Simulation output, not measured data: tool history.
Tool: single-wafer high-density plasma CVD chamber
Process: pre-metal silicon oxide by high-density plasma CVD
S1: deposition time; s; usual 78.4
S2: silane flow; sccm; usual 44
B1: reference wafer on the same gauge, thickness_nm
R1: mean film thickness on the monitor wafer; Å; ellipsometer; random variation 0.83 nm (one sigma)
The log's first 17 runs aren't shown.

run	day	S1	S2	B1	R1
18	19.950	78.4	41	370.449	3023.02
19	20.788	78.4	41	370.351	3022.25
# day 21.612: silane flow controller replaced
20	21.925	78.4	41	370.391	3016.60
21	23.100	78.4	37	370.583	2724.63
22	24.562	71.6	44	370.515	2972.03
23	25.433	73.9	44	370.037	3043.07
24	25.933	70.4	44	370.074	2898.77
25	27.108	78.4	44	370.031	3235.81
26	28.542	73.9	44	369.698	3056.10
27	29.129	78.4	52	370.122	3820.74
28	30.404	88.7	44	369.635	3668.60
29	30.908	78.4	48	369.299	3509.98
30	31.621	71.2	44	369.362	2931.36
31	32.792	68.9	44	369.229	2841.05
32	34.125	78.4	44	368.982	3227.34
33	34.975	78.4	44	368.806	3234.61
34	35.633	91.8	44	368.533	3781.20
35	36.254	78.4	44	368.537	3224.12
36	36.812	78.4	44	368.398	3216.08
37	38.079	89.8	37	368.027	3102.09
38	39.271	63.7	49	367.622	2907.02

Run 39 comes next. What will it give?
39	40.083	85.0	39	?	?

B1: 367.518
R1: 3085.55 Å
Without the tool's hidden state the same run would have given R1 3105.76 Å.
